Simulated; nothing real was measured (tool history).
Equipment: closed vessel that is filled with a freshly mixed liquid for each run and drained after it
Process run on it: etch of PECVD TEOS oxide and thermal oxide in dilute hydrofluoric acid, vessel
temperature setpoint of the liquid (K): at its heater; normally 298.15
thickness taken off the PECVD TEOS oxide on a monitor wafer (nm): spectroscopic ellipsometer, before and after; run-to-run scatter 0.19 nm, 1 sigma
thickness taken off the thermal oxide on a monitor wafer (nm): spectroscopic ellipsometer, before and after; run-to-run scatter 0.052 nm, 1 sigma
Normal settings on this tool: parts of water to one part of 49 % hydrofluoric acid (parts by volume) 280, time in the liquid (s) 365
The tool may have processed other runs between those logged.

| run | hour | temperature setpoint of the liquid (K) | parts of water to one part of 49 % hydrofluoric acid (parts by volume) | time in the liquid (s) | wafers since the last listed run | hours since the thermometer was replaced | hours since the hydrofluoric acid flow meter was replaced | hours since the gauge calibration | read-back film thickness of the PECVD TEOS oxide reference wafer, read on the same gauge (nm) | read-back film thickness of the thermal oxide reference wafer, read on the same gauge (nm) | thickness taken off the PECVD TEOS oxide on a monitor wafer (nm) | thickness taken off the thermal oxide on a monitor wafer (nm) |
|---|---|---|---|---|---|---|---|---|---|---|---|---|
| 1 | 0 | 298.15 | 280 | 365 | 0 | 1.2 | 1590.5 | 553.7 | 50 | 69.99 | 31 | 5.31 |
| 2 | 51.3 | 302.15 | 375 | 365 | 3052 | 52.5 | 1641.8 | 605 | 50.04 | 70 | 23.84 | 4.11 |
| 3 | 115.5 | 302.15 | 375 | 365 | 3819 | 116.7 | 1706 | 669.2 | 49.98 | 70 | 23.79 | 4.06 |
| 4 | 183.9 | 298.15 | 365 | 365 | 4069 | 185.1 | 1774.4 | 737.6 | 50 | 70.02 | 21.72 | 3.79 |
| 5 | 235 | 298.15 | 365 | 365 | 3040 | 236.2 | 1825.5 | 788.7 | 50.02 | 69.99 | 22.04 | 3.75 |
| 6 | 283.4 | 298.15 | 280 | 365 | 2879 | 284.6 | 1873.9 | 837.1 | 50.01 | 70.01 | 31.02 | 5.36 |
| 7 | 348.3 | 298.15 | 280 | 365 | 3861 | 349.5 | 1938.8 | 902 | 50.03 | 70 | 31.06 | 5.4 |
| 8 | 395.4 | 295.15 | 280 | 255 | 2802 | 396.6 | 1985.9 | 949.1 | 49.99 | 69.99 | 19.63 | 3.37 |
| 9 | 433.9 | 298.15 | 360 | 505 | 2290 | 435.1 | 2024.4 | 987.6 | 50.01 | 70.01 | 30.68 | 5.35 |
| 10 | 498.9 | 294.65 | 375 | 515 | 3867 | 500.1 | 2089.4 | 1052.6 | 49.98 | 70.01 | 26.37 | 4.57 |
| 11 | 528.6 | 298.15 | 280 | 365 | 1766 | 529.8 | 2119.1 | 1082.3 | 49.99 | 70.01 | 31.14 | 5.38 |
| 12 | 566.9 | 294.65 | 180 | 480 | 2278 | 568.1 | 2157.4 | 1120.6 | 50 | 69.98 | 63.07 | 10.76 |
|  | 574.7 | gauge calibrated |
| 13 | 595.4 | 298.15 | 280 | 365 | 1695 | 596.6 | 2185.9 | 20.7 | 49.98 | 70.01 | 31.58 | 5.29 |
| 14 | 628.8 | 298.15 | 280 | 365 | 1987 | 630 | 2219.3 | 54.1 | 49.99 | 70 | 31.04 | 5.41 |
| 15 | 683.9 | 298.15 | 180 | 365 | 3278 | 685.1 | 2274.4 | 109.2 | 49.98 | 69.99 | 55 | 9.37 |
| 16 | 734.9 | 302.15 | 230 | 470 | 3034 | 736.1 | 2325.4 | 160.2 | 50 | 70 | 58.52 | 10.16 |
|  | 752.7 | hydrofluoric acid flow meter replaced |
| 17 | 771.8 | 302.65 | 240 | 165 | 2135 | 773 | 19.1 | 197.1 | 50.01 | 70 | 21.11 | 3.52 |
| 18 | 827 | 298.15 | 140 | 365 | 3284 | 828.2 | 74.3 | 252.3 | 50 | 69.99 | 76.33 | 13.23 |
|  | 845.6 | thermometer replaced |
| 19 | 893.3 | 298.15 | 205 | 550 | 3884 | 47.7 | 140.6 | 318.6 | 50.01 | 70.02 | 70.46 | 12.2 |
| 20 | 932.2 | 294.15 | 280 | 245 | 2314 | 86.6 | 179.5 | 357.5 | 49.98 | 70 | 18.55 | 3.15 |
| 21 | 971.4 | 298.15 | 335 | 265 | 2332 | 125.8 | 218.7 | 396.7 | 50 | 70 | 18.22 | 3.2 |
| 22 | 1001.1 | 301.65 | 280 | 365 | 1766 | 155.5 | 248.4 | 426.4 | 49.97 | 69.97 | 35.71 | 6.16 |
| 23 | 1069.8 | 298.15 | 280 | 365 | 4087 | 224.2 | 317.1 | 495.1 | 50 | 69.99 | 31.97 | 5.53 |
| 24 | 1104.9 | 294.15 | 315 | 285 | 2088 | 259.3 | 352.2 | 530.2 | 50.01 | 70.01 | 18.86 | 3.24 |
| 25 | 1169.7 | 299.65 | 280 | 365 | 3855 | 324.1 | 417 | 595 | 49.98 | 69.99 | 33.32 | 5.74 |
| 26 | 1196.2 | 298.15 | 280 | 365 | 1576 | 350.6 | 443.5 | 621.5 | 50.01 | 70 | 31.91 | 5.59 |

Hidden state at the last listed run before each entry between runs and at the first one after, where it differs:
From run 12 to run 13: gauge calibrated (hour 574.7)
  liquid hotter than its thermometer reads (K): 0.605 -> 0.63; hydrofluoric acid flow below the setpoint (%): 3.06 -> 3.09
  the result without the hidden state subtracted from the measured one, thickness taken off the PECVD TEOS oxide on a monitor wafer (nm): -0.89 -> -0.6; thickness taken off the thermal oxide on a monitor wafer (nm): -0.15 -> -0.1
From run 16 to run 17: hydrofluoric acid flow meter replaced (hour 752.7)
  liquid hotter than its thermometer reads (K): 0.756 -> 0.789; hydrofluoric acid flow below the setpoint (%): 3.27 -> 0.0362
  the result without the hidden state subtracted from the measured one, thickness taken off the PECVD TEOS oxide on a monitor wafer (nm): -0.98 -> +0.55; thickness taken off the thermal oxide on a monitor wafer (nm): -0.17 -> +0.09
From run 18 to run 19: thermometer replaced (hour 845.6)
  liquid hotter than its thermometer reads (K): 0.839 -> 0.144; hydrofluoric acid flow below the setpoint (%): 0.107 -> 0.192
  the result without the hidden state subtracted from the measured one, thickness taken off the PECVD TEOS oxide on a monitor wafer (nm): +2.3 -> +0.2; thickness taken off the thermal oxide on a monitor wafer (nm): +0.4 -> +0.04

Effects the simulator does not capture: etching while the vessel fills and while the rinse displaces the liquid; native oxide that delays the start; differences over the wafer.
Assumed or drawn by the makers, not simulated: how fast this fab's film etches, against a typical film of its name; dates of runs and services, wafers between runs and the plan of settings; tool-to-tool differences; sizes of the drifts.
